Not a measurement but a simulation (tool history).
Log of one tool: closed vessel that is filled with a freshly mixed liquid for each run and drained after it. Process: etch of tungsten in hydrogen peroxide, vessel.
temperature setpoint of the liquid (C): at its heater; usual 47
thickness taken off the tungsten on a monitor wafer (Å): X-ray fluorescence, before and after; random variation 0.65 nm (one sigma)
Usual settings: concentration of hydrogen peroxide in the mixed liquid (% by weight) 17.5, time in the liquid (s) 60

run	hour	temperature setpoint of the liquid (C)	concentration of hydrogen peroxide in the mixed liquid (% by weight)	time in the liquid (s)	read-back film thickness of the tungsten reference wafer, read on the same gauge (nm)	thickness taken off the tungsten on a monitor wafer (Å)
1	0	47	15.5	85	120.03	1264.3
2	54.8	47	15.5	85	119.96	1267.2
3	98.6	43	17.5	60	119.98	749.1
4	186.9	43	17.5	60	119.99	752.9
5	262	47	17.5	60	120.03	963.5
6	307	54.5	17.5	60	119.98	1533.1
7	376.4	47	17.5	60	120	979.2
8	447	47	17.5	60	120.02	986.8
# hour 479.8: thermometer replaced
9	509.3	47	17.5	60	120.04	955.1
# hour 540.2: peroxide flow meter replaced
10	556.7	43.5	19	30	119.97	381.3
# hour 578.2: gauge calibrated
11	641.8	40.5	17.5	30	120	300.6
# hour 651.1: new drum of peroxide connected
12	725.1	53.5	13	45	120.02	884.7
13	827.8	47	17.5	60	119.99	926.2
14	864	38	20	40	120.01	371.7
15	910.3	39	16	60	119.99	538
16	1012.5	47	15	60	119.96	878.7
# hour 1019.4: thermometer replaced
17	1065.5	47	17.5	70	119.99	1061.8

What the log doesn't show, run by run:
peroxide weaker than its label (%): 0 in every run
gauge reads high (%): 0 in every run
H1: liquid hotter than its thermometer reads (K)
H2: peroxide flow above the setpoint (%)
run	H1	H2
1	0.156	11.6
2	0.226	11.9
3	0.281	12.1
4	0.392	12.6
5	0.487	13
6	0.544	13.2
7	0.632	13.5
8	0.721	13.9
9	0.0888	14.2
10	0.149	2.06
11	0.256	2.49
12	0.361	2.91
13	0.491	3.44
14	0.537	3.62
15	0.596	3.86
16	0.725	4.38
17	0.183	4.65
